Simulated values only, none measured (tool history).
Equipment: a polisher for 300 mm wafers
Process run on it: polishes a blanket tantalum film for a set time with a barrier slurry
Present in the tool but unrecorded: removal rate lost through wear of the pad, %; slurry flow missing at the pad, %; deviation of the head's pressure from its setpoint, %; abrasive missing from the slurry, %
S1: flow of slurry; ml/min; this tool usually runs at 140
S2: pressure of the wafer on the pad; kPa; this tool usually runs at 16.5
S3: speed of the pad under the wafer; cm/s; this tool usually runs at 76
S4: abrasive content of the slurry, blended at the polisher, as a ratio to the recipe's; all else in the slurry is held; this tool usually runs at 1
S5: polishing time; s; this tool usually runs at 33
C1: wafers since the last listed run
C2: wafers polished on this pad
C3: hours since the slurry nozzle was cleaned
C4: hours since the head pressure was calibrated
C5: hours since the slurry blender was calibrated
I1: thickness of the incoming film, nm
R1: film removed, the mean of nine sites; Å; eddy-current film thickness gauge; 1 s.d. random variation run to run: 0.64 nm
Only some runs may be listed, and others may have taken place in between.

| run | hour | S1 | S2 | S3 | S4 | S5 | C1 | C2 | C3 | C4 | C5 | I1 | R1 |
|---|---|---|---|---|---|---|---|---|---|---|---|---|---|
| 1 | 0 | 140 | 16.5 | 76 | 1 | 33 | 0 | 82 | 554 | 951.5 | 128.7 | 480.5 | 413 |
| 2 | 17.5 | 130 | 16.5 | 76 | 1 | 33 | 255 | 337 | 571.5 | 969 | 146.2 | 487.2 | 395 |
|  | 21.3 | slurry blender recalibrated |
| 3 | 29.5 | 130 | 16.5 | 76 | 1 | 33 | 145 | 482 | 583.5 | 981 | 8.2 | 483.6 | 384 |
| 4 | 39.9 | 130 | 16.5 | 76 | 1 | 33 | 151 | 634 | 593.9 | 991.4 | 18.6 | 482.8 | 389 |
| 5 | 47.9 | 140 | 16.5 | 76 | 1 | 33 | 116 | 751 | 601.9 | 999.4 | 26.6 | 475.4 | 382 |
| 6 | 55.8 | 140 | 16.5 | 76 | 1 | 33 | 115 | 866 | 609.8 | 1007.3 | 34.5 | 484.2 | 387 |
| 7 | 72.4 | 140 | 16.5 | 76 | 1 | 33 | 242 | 1108 | 626.4 | 1023.9 | 51.1 | 488.8 | 375 |
| 8 | 78.9 | 140 | 16.5 | 76 | 1 | 33 | 94 | 1203 | 632.9 | 1030.4 | 57.6 | 479.8 | 395 |
|  | 91.9 | worn pad replaced by a new one |
| 9 | 92.4 | 140 | 16.5 | 76 | 1 | 33 | 138 | 7 | 646.4 | 1043.9 | 71.1 | 475.1 | 429 |
| 10 | 102.7 | 140 | 16.5 | 58 | 1 | 33 | 150 | 157 | 656.7 | 1054.2 | 81.4 | 478 | 317 |
| 11 | 119.3 | 140 | 16.5 | 58 | 1 | 33 | 242 | 399 | 673.3 | 1070.8 | 98 | 478.8 | 319 |
|  | 131.9 | head pressure recalibrated |
| 12 | 132.4 | 140 | 16.5 | 58 | 1 | 33 | 161 | 561 | 686.4 | 0.5 | 111.1 | 484.9 | 313 |
|  | 137.6 | slurry blender recalibrated |
|  | 138.2 | slurry nozzle cleaned |
| 13 | 146 | 140 | 16.5 | 76 | 0.85 | 33 | 160 | 722 | 7.8 | 14.1 | 8.4 | 481 | 371 |
| 14 | 153.3 | 140 | 16.5 | 66 | 0.8 | 33 | 106 | 828 | 15.1 | 21.4 | 15.7 | 483.1 | 330 |
| 15 | 164.5 | 140 | 16.5 | 76 | 1 | 33 | 163 | 991 | 26.3 | 32.6 | 26.9 | 485.4 | 390 |
|  | 171.6 | worn pad replaced by a new one |
| 16 | 175.2 | 140 | 18.6 | 76 | 1 | 33 | 97 | 52 | 37 | 43.3 | 37.6 | 482.7 | 472 |
| 17 | 192 | 180 | 16.5 | 76 | 0.75 | 33 | 244 | 297 | 53.8 | 60.1 | 54.4 | 485.5 | 397 |
| 18 | 199 | 155 | 16.5 | 76 | 1 | 33 | 102 | 399 | 60.8 | 67.1 | 61.4 | 487.1 | 407 |
| 19 | 215.8 | 95 | 18.6 | 98 | 1.15 | 33 | 244 | 644 | 77.6 | 83.9 | 78.2 | 480.3 | 561 |
| 20 | 228.4 | 140 | 16.5 | 76 | 1 | 33 | 183 | 828 | 90.2 | 96.5 | 90.8 | 480.8 | 394 |
| 21 | 235.2 | 140 | 16.5 | 76 | 1 | 33 | 99 | 927 | 97 | 103.3 | 97.6 | 483.4 | 398 |
| 22 | 246.9 | 125 | 12.4 | 66 | 0.75 | 33 | 170 | 1098 | 108.7 | 115 | 109.3 | 483 | 252 |
|  | 255.1 | worn pad replaced by a new one |
| 23 | 259.1 | 140 | 16.5 | 76 | 1 | 33 | 119 | 58 | 120.9 | 127.2 | 121.5 | 481.1 | 413 |
| 24 | 276.4 | 140 | 16.5 | 96 | 1 | 39 | 252 | 311 | 138.2 | 144.5 | 138.8 | 483.1 | 577 |
|  | 278.7 | slurry blender recalibrated |
| 25 | 291.1 | 140 | 16.5 | 76 | 1.15 | 33 | 185 | 496 | 152.9 | 159.2 | 12.4 | 481.4 | 395 |
| 26 | 300.8 | 110 | 11.7 | 76 | 1 | 33 | 141 | 637 | 162.6 | 168.9 | 22.1 | 477.1 | 280 |
| 27 | 307.2 | 120 | 16.5 | 76 | 1 | 21 | 93 | 730 | 169 | 175.3 | 28.5 | 478 | 242 |
| 28 | 320.4 | 140 | 20.7 | 92 | 1 | 33 | 192 | 923 | 182.2 | 188.5 | 41.7 | 476.7 | 563 |

What if the next run were any one of these 5? Each begins from the tool's condition after run 28:
| A | 320.8 | 140 | 16.5 | 76 | 1 | 33 | 5 | 929 | 182.6 | 188.9 | 42.1 | 474.9 | ? |
| B | 320.8 | 140 | 16.5 | 94 | 1 | 33 | 5 | 929 | 182.6 | 188.9 | 42.1 | 474.9 | ? |
| C | 320.8 | 165 | 16.5 | 76 | 1 | 30 | 5 | 929 | 182.6 | 188.9 | 42.1 | 474.9 | ? |
| D | 320.8 | 140 | 16.5 | 76 | 1.25 | 33 | 5 | 929 | 182.6 | 188.9 | 42.1 | 474.9 | ? |
| E | 320.8 | 140 | 16.5 | 86 | 1 | 33 | 5 | 929 | 182.6 | 188.9 | 42.1 | 474.9 | ? |

| run | R1 |
|---|---|
| A | 390 |
| B | 477 |
| C | 361 |
| D | 406 |
| E | 438 |
What these runs would have given with no unlogged condition in the tool:
| run | R1 |
|---|---|
| A | 439 |
| B | 536 |
| C | 406 |
| D | 456 |
| E | 493 |
